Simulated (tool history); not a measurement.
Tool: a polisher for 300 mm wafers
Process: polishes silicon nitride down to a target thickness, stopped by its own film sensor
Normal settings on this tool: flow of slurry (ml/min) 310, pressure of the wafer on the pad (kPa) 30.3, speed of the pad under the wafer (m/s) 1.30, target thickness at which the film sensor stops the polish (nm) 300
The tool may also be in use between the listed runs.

run    hour  flow of slurry (ml/min)  pressure of the wafer on the pad (kPa)  speed of the pad under the wafer (m/s)  target thickness at which the film sensor stops the polish (nm)  incoming thickness of the incoming film, nm  time until the film sensor stopped the polish (s)
  1     0.0                      350                                    30.3                                    1.30                                                              300                                        538.6                                              105.3
  2    77.3                      310                                    30.3                                    1.30                                                              329                                        553.8                                              104.1
       90.0  -- worn pad replaced by a new one
  3   179.0                      310                                    30.3                                    1.30                                                              329                                        550.1                                               91.1
  4   267.5                      310                                    30.3                                    1.30                                                              300                                        548.9                                              104.4
  5   314.3                      310                                    30.3                                    1.30                                                              300                                        551.3                                              105.7
  6   388.1                      310                                    30.3                                    1.30                                                              300                                        551.6                                              108.3
      461.5  -- head pressure recalibrated
      570.1  -- slurry nozzle cleaned
  7   605.6                      310                                    30.3                                    1.30                                                              300                                        554.3                                              111.9
  8   671.4                      310                                    30.3                                    1.16                                                              300                                        548.8                                              121.3
      872.9  -- worn pad replaced by a new one
  9   890.8                      310                                    30.3                                    1.30                                                              300                                        542.6                                               98.3
 10   937.9                      310                                    30.3                                    1.30                                                              300                                        551.9                                              100.9
 11   997.1                      310                                    30.3                                    1.30                                                              300                                        545.1                                              101.9
 12  1044.2                      395                                    30.3                                    1.30                                                              300                                        550.4                                              102.8
 13  1144.5                      395                                    30.3                                    1.30                                                              300                                        549.6                                              105.5
 14  1228.6                      310                                    30.3                                    1.30                                                              300                                        556.5                                              111.8
     1260.7  -- slurry nozzle cleaned
 15  1292.3                      310                                    30.3                                    1.30                                                              300                                        557.7                                              109.5
 16  1398.7                      310                                    30.3                                    1.30                                                              300                                        557.5                                              112.2
 17  1439.4                      340                                    21.4                                    1.02                                                              267                                        554.3                                              187.9
 18  1525.7                      310                                    30.3                                    0.94                                                              353                                        556.4                                              118.9
 19  1632.7                      400                                    26.9                                    1.42                                                              230                                        546.8                                              142.4
     1646.5  -- worn pad replaced by a new one, of another model than before
 20  1727.6                      350                                    30.3                                    0.92                                                              300                                        554.5                                              122.2
     1770.6  -- head pressure recalibrated
 21  1775.6                      375                                    30.3                                    1.12                                                              300                                        549.1                                              106.7
 22  1867.2                      375                                    30.3                                    1.12                                                              300                                        551.5                                              115.8
 23  1943.5                      310                                    38.6                                    1.18                                                              300                                        545.7                                              100.0
 24  2023.5                      310                                    30.3                                    1.48                                                              300                                        543.5                                              100.5
     2079.6  -- slurry nozzle cleaned
 25  2092.0                      310                                    30.3                                    1.30                                                              300                                        550.8                                              110.7
     2288.1  -- worn pad replaced by a new one
 26  2321.1                      200                                    30.3                                    0.86                                                              300                                        557.7                                              128.4
 27  2366.1                      395                                    20.7                                    1.06                                                              256                                        557.6                                              149.9
 28  2437.8                      225                                    30.3                                    0.90                                                              215                                        556.1                                              168.9
 29  2667.5                      310                                    30.3                                    1.30                                                              300                                        547.7                                              108.8
 30  2741.8                      310                                    30.3                                    1.30                                                              300                                        550.8                                              111.4

Predict the results of run 31:
 31  2809.3                      310                                    30.3                                    1.30                                                              300                                        557.3                                                  ?

{"run 31": {"time until the film sensor stopped the polish (s)": 113.3}}
If the tool had no hidden condition, the same run with the same run-to-run variation would have returned time until the film sensor stopped the polish (s) 101.2.
